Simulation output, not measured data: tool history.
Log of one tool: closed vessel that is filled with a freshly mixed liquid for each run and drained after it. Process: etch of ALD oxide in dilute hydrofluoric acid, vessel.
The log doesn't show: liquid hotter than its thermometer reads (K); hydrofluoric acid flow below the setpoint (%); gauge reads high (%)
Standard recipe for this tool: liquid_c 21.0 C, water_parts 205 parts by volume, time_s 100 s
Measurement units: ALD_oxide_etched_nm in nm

| run | hour | liquid_c | water_parts | time_s | wafers since the last listed run | hours since the thermometer was replaced | hours since the hydrofluoric acid flow meter was replaced | hours since the gauge calibration | read-back film thickness of the ALD oxide reference wafer, read on the same gauge (nm) | ALD_oxide_etched_nm |
|---|---|---|---|---|---|---|---|---|---|---|
| 1 | 0.0 | 21.0 | 205 | 100 | 0 | 1215.3 | 821.2 | 1255.1 | 80.028 | 4.248 |
| 2 | 46.8 | 24.5 | 270 | 100 | 3477 | 1262.1 | 868.0 | 1301.9 | 80.005 | 3.384 |
| 3 | 105.4 | 24.5 | 270 | 100 | 4353 | 1320.7 | 926.6 | 1360.5 | 80.046 | 3.439 |
| 4 | 135.2 | 24.5 | 270 | 100 | 2214 | 1350.5 | 956.4 | 1390.3 | 80.024 | 3.432 |
| 5 | 202.9 | 21.0 | 205 | 100 | 5029 | 1418.2 | 1024.1 | 1458.0 | 79.983 | 4.261 |
| 6 | 255.3 | 21.0 | 205 | 100 | 3893 | 1470.6 | 1076.5 | 1510.4 | 79.959 | 4.213 |
| 7 | 310.2 | 21.0 | 205 | 100 | 4078 | 1525.5 | 1131.4 | 1565.3 | 80.023 | 4.191 |
| 8 | 352.0 | 21.0 | 205 | 100 | 3105 | 1567.3 | 1173.2 | 1607.1 | 80.000 | 4.263 |
| 9 | 393.5 | 21.0 | 205 | 100 | 3083 | 1608.8 | 1214.7 | 1648.6 | 80.000 | 4.216 |
| 10 | 422.3 | 21.0 | 205 | 100 | 2139 | 1637.6 | 1243.5 | 1677.4 | 80.000 | 4.278 |
|  | 448.7 | gauge calibrated |
|  | 471.6 | hydrofluoric acid flow meter replaced |
| 11 | 486.3 | 21.0 | 205 | 100 | 4680 | 1701.6 | 14.7 | 37.6 | 80.004 | 4.264 |
| 12 | 556.4 | 21.0 | 205 | 100 | 5208 | 1771.7 | 84.8 | 107.7 | 80.001 | 4.219 |
| 13 | 582.1 | 21.0 | 205 | 100 | 1909 | 1797.4 | 110.5 | 133.4 | 80.018 | 4.275 |
|  | 584.0 | thermometer replaced |
| 14 | 607.7 | 25.5 | 205 | 135 | 1827 | 23.7 | 136.1 | 159.0 | 80.011 | 6.714 |
| 15 | 642.1 | 23.5 | 145 | 135 | 2555 | 58.1 | 170.5 | 193.4 | 80.029 | 9.577 |
| 16 | 816.5 | 25.5 | 205 | 100 | 12957 | 232.5 | 344.9 | 367.8 | 80.007 | 4.997 |
| 17 | 871.6 | 22.5 | 270 | 65 | 4093 | 287.6 | 400.0 | 422.9 | 79.969 | 2.064 |
| 18 | 897.3 | 24.0 | 275 | 55 | 1909 | 313.3 | 425.7 | 448.6 | 80.020 | 1.831 |
| 19 | 950.7 | 21.0 | 120 | 100 | 3967 | 366.7 | 479.1 | 502.0 | 79.990 | 7.935 |
| 20 | 1007.2 | 21.0 | 205 | 60 | 4197 | 423.2 | 535.6 | 558.5 | 80.006 | 2.534 |
| 21 | 1039.4 | 21.0 | 260 | 100 | 2392 | 455.4 | 567.8 | 590.7 | 79.986 | 3.178 |
| 22 | 1068.8 | 21.0 | 205 | 65 | 2184 | 484.8 | 597.2 | 620.1 | 79.959 | 2.781 |
| 23 | 1280.1 | 21.0 | 205 | 100 | 15698 | 696.1 | 808.5 | 831.4 | 80.002 | 4.227 |
| 24 | 1313.3 | 21.0 | 205 | 100 | 2466 | 729.3 | 841.7 | 864.6 | 79.988 | 4.236 |
| 25 | 1361.3 | 23.0 | 280 | 55 | 3566 | 777.3 | 889.7 | 912.6 | 79.969 | 1.704 |
| 26 | 1406.2 | 21.0 | 120 | 135 | 3335 | 822.2 | 934.6 | 957.5 | 79.984 | 10.724 |

What if the next run were any one of these 3? Each begins from the tool's condition after run 26:
| A | 1406.9 | 21.0 | 205 | 100 | 52 | 822.9 | 935.3 | 958.2 | ? | ? |
| B | 1406.9 | 17.0 | 295 | 115 | 52 | 822.9 | 935.3 | 958.2 | ? | ? |
| C | 1406.9 | 19.5 | 120 | 100 | 52 | 822.9 | 935.3 | 958.2 | ? | ? |

| run | read-back film thickness of the ALD oxide reference wafer, read on the same gauge (nm) | ALD_oxide_etched_nm |
|---|---|---|
| A | 80.027 | 4.215 |
| B | 80.027 | 2.665 |
| C | 80.027 | 7.410 |
Stripped of hidden state, with their random variation kept, the same runs would have yielded:
| run | ALD_oxide_etched_nm |
|---|---|
| A | 4.215 |
| B | 2.665 |
| C | 7.410 |
